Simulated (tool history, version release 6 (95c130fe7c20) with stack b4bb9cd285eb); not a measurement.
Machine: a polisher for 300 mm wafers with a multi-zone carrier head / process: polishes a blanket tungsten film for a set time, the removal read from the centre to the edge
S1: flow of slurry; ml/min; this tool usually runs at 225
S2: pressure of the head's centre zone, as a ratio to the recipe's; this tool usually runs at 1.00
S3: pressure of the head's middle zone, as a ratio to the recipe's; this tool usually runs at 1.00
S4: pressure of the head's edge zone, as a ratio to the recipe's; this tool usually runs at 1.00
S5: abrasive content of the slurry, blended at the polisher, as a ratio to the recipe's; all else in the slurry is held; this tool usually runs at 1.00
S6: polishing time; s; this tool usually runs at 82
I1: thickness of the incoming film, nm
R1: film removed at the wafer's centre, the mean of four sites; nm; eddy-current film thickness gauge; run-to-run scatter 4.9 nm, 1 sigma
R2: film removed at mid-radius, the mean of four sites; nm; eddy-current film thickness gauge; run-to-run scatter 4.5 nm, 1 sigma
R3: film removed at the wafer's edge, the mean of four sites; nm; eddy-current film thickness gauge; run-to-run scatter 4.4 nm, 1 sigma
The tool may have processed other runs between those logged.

Run 1, day 0.000: usual settings; I1 1112.3. Result: R1 396.6 nm, R2 390.5 nm, R3 409.0 nm.
Run 2, day 3.429: usual settings but S1 200 ml/min, S2 1.10, S5 1.10; I1 1098.3. Result: R1 416.4 nm, R2 393.0 nm, R3 405.5 nm.
Run 3, day 6.738: usual settings but S1 245 ml/min, S5 1.15; I1 1092.1. Result: R1 408.2 nm, R2 410.9 nm, R3 429.4 nm.
Run 4, day 9.388: usual settings but S4 0.90; I1 1107.2. Result: R1 379.1 nm, R2 385.5 nm, R3 373.9 nm.
At day 10.996: edge zone pressure recalibrated.
At day 15.933: worn pad replaced by a new one.
Run 5, day 19.404: usual settings; I1 1109.8. Result: R1 367.4 nm, R2 362.8 nm, R3 386.2 nm.
At day 22.671: slurry nozzle cleaned.
Run 6, day 23.242: usual settings but S2 1.07, S3 1.07, S5 1.10; I1 1073.6. Result: R1 433.1 nm, R2 433.5 nm, R3 421.7 nm.
At day 25.129: carrier head's membrane replaced by a new one.
Run 7, day 28.871: usual settings but S4 0.91, S6 73 s; I1 1080.5. Result: R1 346.9 nm, R2 352.6 nm, R3 333.8 nm.
Run 8, day 30.933: usual settings but S1 165 ml/min, S6 73 s; I1 1071.5. Result: R1 310.1 nm, R2 325.4 nm, R3 341.6 nm.
At day 32.892: centre zone pressure recalibrated.
Run 9, day 34.979: usual settings but S2 1.11, S5 1.20; I1 1094.3. Result: R1 445.7 nm, R2 413.0 nm, R3 426.3 nm.
Run 10, day 37.742: usual settings but S2 1.04, S5 1.20; I1 1078.5. Result: R1 415.1 nm, R2 404.1 nm, R3 417.2 nm.
Run 11, day 42.062: usual settings but S6 110 s; I1 1102.6. Result: R1 484.6 nm, R2 506.7 nm, R3 517.4 nm.
Run 12, day 44.671: usual settings but S1 170 ml/min, S4 1.07; I1 1085.6. Result: R1 332.7 nm, R2 334.9 nm, R3 376.1 nm.
At day 47.312: worn pad replaced by a new one.
Run 13, day 48.954: usual settings but S1 180 ml/min, S3 0.90, S4 0.94, S6 105 s; I1 1094.2. Result: R1 417.3 nm, R2 394.0 nm, R3 448.1 nm.
Run 14, day 52.462: usual settings; I1 1106.8. Result: R1 342.6 nm, R2 347.6 nm, R3 370.9 nm.
Run 15, day 53.971: usual settings but S2 0.93; I1 1082.6. Result: R1 314.9 nm, R2 347.4 nm, R3 368.2 nm.
Run 16, day 56.283: usual settings but S2 0.96; I1 1075.4. Result: R1 322.4 nm, R2 341.3 nm, R3 357.5 nm.
At day 57.846: slurry nozzle cleaned.
Run 17, day 58.496: usual settings but S2 0.89, S3 0.94, S5 0.85; I1 1089.4. Result: R1 342.2 nm, R2 349.3 nm, R3 372.5 nm.
Run 18, day 60.238: usual settings; I1 1082.4. Result: R1 395.6 nm, R2 396.8 nm, R3 413.2 nm.
Run 19, day 62.667: usual settings but S5 1.20, S6 58 s; I1 1084.2. Result: R1 296.3 nm, R2 303.7 nm, R3 310.9 nm.
Run 20, day 64.646: usual settings but S1 175 ml/min, S3 0.89, S6 64 s; I1 1068.7. Result: R1 296.8 nm, R2 264.7 nm, R3 306.5 nm.

5 ways to go on from here, each from the tool as it stands after run 20. What would each give?
Run A, day 64.662: usual settings; I1 1104.1. Result: R1 ?, R2 ?, R3 ?.
Run B, day 64.662: usual settings but S4 0.89; I1 1104.1. Result: R1 ?, R2 ?, R3 ?.
Run C, day 64.662: usual settings but S2 1.06, S3 1.07; I1 1104.1. Result: R1 ?, R2 ?, R3 ?.
Run D, day 64.662: usual settings but S1 270 ml/min, S5 0.75; I1 1104.1. Result: R1 ?, R2 ?, R3 ?.
Run E, day 64.662: usual settings but S1 195 ml/min, S2 0.93, S4 0.90; I1 1104.1. Result: R1 ?, R2 ?, R3 ?.

run     R1     R2     R3
  A  400.2  390.6  400.2
  B  400.2  390.6  378.9
  C  418.2  413.5  399.8
  D  363.2  353.3  359.6
  E  368.6  380.8  373.7
Take away the tool's hidden state, keep each run's random variation, and the runs would have read:
run     R1     R2     R3
  A  410.2  399.3  406.8
  B  410.2  399.3  385.2
  C  428.7  422.8  406.4
  D  370.6  359.8  364.5
  E  379.4  390.7  380.8

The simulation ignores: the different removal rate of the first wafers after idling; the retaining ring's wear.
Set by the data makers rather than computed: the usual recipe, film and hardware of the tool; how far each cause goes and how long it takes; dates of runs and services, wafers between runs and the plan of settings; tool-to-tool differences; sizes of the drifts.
